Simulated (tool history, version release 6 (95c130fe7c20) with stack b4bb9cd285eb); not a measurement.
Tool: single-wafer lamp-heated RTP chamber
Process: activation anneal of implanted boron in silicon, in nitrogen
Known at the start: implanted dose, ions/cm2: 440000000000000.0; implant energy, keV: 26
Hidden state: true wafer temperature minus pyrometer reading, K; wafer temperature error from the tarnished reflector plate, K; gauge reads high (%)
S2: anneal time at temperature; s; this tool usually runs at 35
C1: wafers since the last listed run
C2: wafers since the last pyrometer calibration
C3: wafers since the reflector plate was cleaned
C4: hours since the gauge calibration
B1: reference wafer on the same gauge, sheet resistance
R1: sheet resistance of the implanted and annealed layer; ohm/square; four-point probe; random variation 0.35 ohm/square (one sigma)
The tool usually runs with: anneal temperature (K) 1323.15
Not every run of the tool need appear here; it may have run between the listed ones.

Run 1, hour 0.0: usual settings but anneal temperature (K) 1305.15, S2 45 s; C1 0; C2 4038; C3 2276; C4 1224.9; B1 246.83. Result: R1 235.13 ohm/square.
At hour 68.1: pyrometer window cleaned and pyrometer calibrated.
Run 2, hour 89.4: usual settings but S2 20 s; C1 661; C2 173; C3 2938; C4 1314.3; B1 247.19. Result: R1 236.54 ohm/square.
Run 3, hour 175.5: usual settings but S2 20 s; C1 699; C2 873; C3 3638; C4 1400.4; B1 247.25. Result: R1 237.15 ohm/square.
Run 4, hour 250.1: usual settings but S2 20 s; C1 606; C2 1479; C3 4244; C4 1475.0; B1 247.67. Result: R1 237.77 ohm/square.
Run 5, hour 356.2: usual settings; C1 862; C2 2342; C3 5107; C4 1581.1; B1 247.93. Result: R1 236.31 ohm/square.
Run 6, hour 414.1: usual settings; C1 470; C2 2813; C3 5577; C4 1639.0; B1 248.07. Result: R1 236.55 ohm/square.
Run 7, hour 520.6: usual settings; C1 865; C2 3678; C3 6443; C4 1745.5; B1 248.48. Result: R1 237.09 ohm/square.
Run 8, hour 575.1: usual settings; C1 443; C2 4121; C3 6886; C4 1800.0; B1 248.70. Result: R1 236.88 ohm/square.
At hour 596.2: gauge calibrated.
Run 9, hour 612.8: usual settings; C1 306; C2 4428; C3 7193; C4 16.6; B1 246.06. Result: R1 234.12 ohm/square.
At hour 625.4: pyrometer window cleaned and pyrometer calibrated.
Run 10, hour 665.0: usual settings but anneal temperature (K) 1313.15; C1 359; C2 322; C3 7552; C4 68.8; B1 245.91. Result: R1 234.21 ohm/square.
Run 11, hour 764.8: usual settings but anneal temperature (K) 1313.15; C1 811; C2 1133; C3 8363; C4 168.6; B1 246.11. Result: R1 234.82 ohm/square.
At hour 778.1: reflector plate cleaned.
Run 12, hour 814.3: usual settings but anneal temperature (K) 1313.15; C1 337; C2 1470; C3 294; C4 218.1; B1 246.12. Result: R1 234.83 ohm/square.
Run 13, hour 921.9: usual settings but anneal temperature (K) 1337.15; C1 874; C2 2345; C3 1168; C4 325.7; B1 246.14. Result: R1 232.81 ohm/square.
Run 14, hour 992.2: usual settings but anneal temperature (K) 1337.15; C1 571; C2 2917; C3 1740; C4 396.0; B1 246.11. Result: R1 232.91 ohm/square.
Run 15, hour 1081.9: usual settings; C1 729; C2 3646; C3 2469; C4 485.7; B1 246.20. Result: R1 234.49 ohm/square.
At hour 1143.0: pyrometer window cleaned and pyrometer calibrated.
Run 16, hour 1182.8: usual settings; C1 755; C2 323; C3 3224; C4 586.6; B1 246.43. Result: R1 234.03 ohm/square.
Run 17, hour 1269.0: usual settings but S2 52 s; C1 700; C2 1024; C3 3925; C4 672.8; B1 246.52. Result: R1 233.67 ohm/square.
Run 18, hour 1349.6: usual settings but anneal temperature (K) 1337.15; C1 655; C2 1679; C3 4580; C4 753.4; B1 246.37. Result: R1 233.37 ohm/square.
Run 19, hour 1392.0: usual settings; C1 344; C2 2024; C3 4925; C4 795.8; B1 246.68. Result: R1 234.40 ohm/square.
Run 20, hour 1465.6: usual settings but anneal temperature (K) 1305.15, S2 27 s; C1 598; C2 2622; C3 5523; C4 869.4; B1 246.84. Result: R1 237.98 ohm/square.
Run 21, hour 1543.7: usual settings but S2 25 s; C1 634; C2 3257; C3 6158; C4 947.5; B1 246.74. Result: R1 236.20 ohm/square.
Run 22, hour 1602.5: usual settings but anneal temperature (K) 1341.15, S2 18 s; C1 478; C2 3735; C3 6636; C4 1006.3; B1 247.11. Result: R1 235.61 ohm/square.
Run 23, hour 1675.0: usual settings but anneal temperature (K) 1331.15, S2 55 s; C1 589; C2 4324; C3 7226; C4 1078.8; B1 247.09. Result: R1 233.51 ohm/square.
At hour 1750.0: pyrometer window cleaned and pyrometer calibrated.
Run 24, hour 1781.4: usual settings but anneal temperature (K) 1350.15, S2 45 s; C1 799; C2 255; C3 8026; C4 1185.2; B1 247.39. Result: R1 233.19 ohm/square.
Run 25, hour 1877.5: usual settings but anneal temperature (K) 1336.15; C1 781; C2 1036; C3 8807; C4 1281.3; B1 247.62. Result: R1 233.83 ohm/square.
Run 26, hour 1973.3: usual settings but anneal temperature (K) 1346.15; C1 778; C2 1815; C3 9586; C4 1377.1; B1 247.64. Result: R1 234.45 ohm/square.
Run 27, hour 2029.9: usual settings but anneal temperature (K) 1305.15, S2 27 s; C1 460; C2 2275; C3 10046; C4 1433.7; B1 247.88. Result: R1 239.09 ohm/square.
Run 28, hour 2090.0: usual settings but S2 54 s; C1 488; C2 2763; C3 10534; C4 1493.8; B1 248.22. Result: R1 234.49 ohm/square.
At hour 2111.3: reflector plate cleaned.
Run 29, hour 2141.8: usual settings but S2 45 s; C1 356; C2 3119; C3 247; C4 1545.6; B1 248.18. Result: R1 234.94 ohm/square.
Run 30, hour 2181.4: usual settings; C1 321; C2 3441; C3 569; C4 1585.2; B1 248.28. Result: R1 236.71 ohm/square.
At hour 2269.8: pyrometer window cleaned and pyrometer calibrated.
Run 31, hour 2277.2: usual settings; C1 713; C2 60; C3 1283; C4 1681.0; B1 248.94. Result: R1 236.59 ohm/square.
Run 32, hour 2368.5: usual settings; C1 742; C2 802; C3 2025; C4 1772.3; B1 248.89. Result: R1 236.57 ohm/square.
Run 33, hour 2430.5: usual settings but anneal temperature (K) 1311.15, S2 26 s; C1 504; C2 1306; C3 2529; C4 1834.3; B1 249.31. Result: R1 238.31 ohm/square.
At hour 2457.1: gauge calibrated.
Run 34, hour 2496.7: usual settings but anneal temperature (K) 1310.15, S2 54 s; C1 538; C2 1844; C3 3067; C4 39.6; B1 246.47. Result: R1 234.07 ohm/square.
Run 35, hour 2546.1: usual settings but S2 17 s; C1 401; C2 2246; C3 3469; C4 89.0; B1 246.41. Result: R1 236.64 ohm/square.

Below, some changes in R1 between adjacent runs. For each, the amount present without the hidden state too (settings, incoming material, random variation) and the amount remaining for the hidden state with gauge scatter not shared by both compared results:
Run 6 -> 7: no setting changed, nothing entered. R1 +0.54 ohm/square: hidden state +0.33, all else +0.21.
Run 8 -> 9: gauge calibrated. R1 -2.76 ohm/square: hidden state -2.45, all else -0.31.
Run 26 -> 27: anneal temperature (K) 1346.15 -> 1305.15, S2 35 -> 27. R1 +4.64 ohm/square: hidden state +0.18, all else +4.46.
Run 27 -> 28: anneal temperature (K) 1305.15 -> 1323.15, S2 27 -> 54. R1 -4.60 ohm/square: hidden state +0.12, all else -4.72.
Run 33 -> 34: anneal temperature (K) 1311.15 -> 1310.15, S2 26 -> 54, gauge calibrated. R1 -4.24 ohm/square: hidden state -2.51, all else -1.73.

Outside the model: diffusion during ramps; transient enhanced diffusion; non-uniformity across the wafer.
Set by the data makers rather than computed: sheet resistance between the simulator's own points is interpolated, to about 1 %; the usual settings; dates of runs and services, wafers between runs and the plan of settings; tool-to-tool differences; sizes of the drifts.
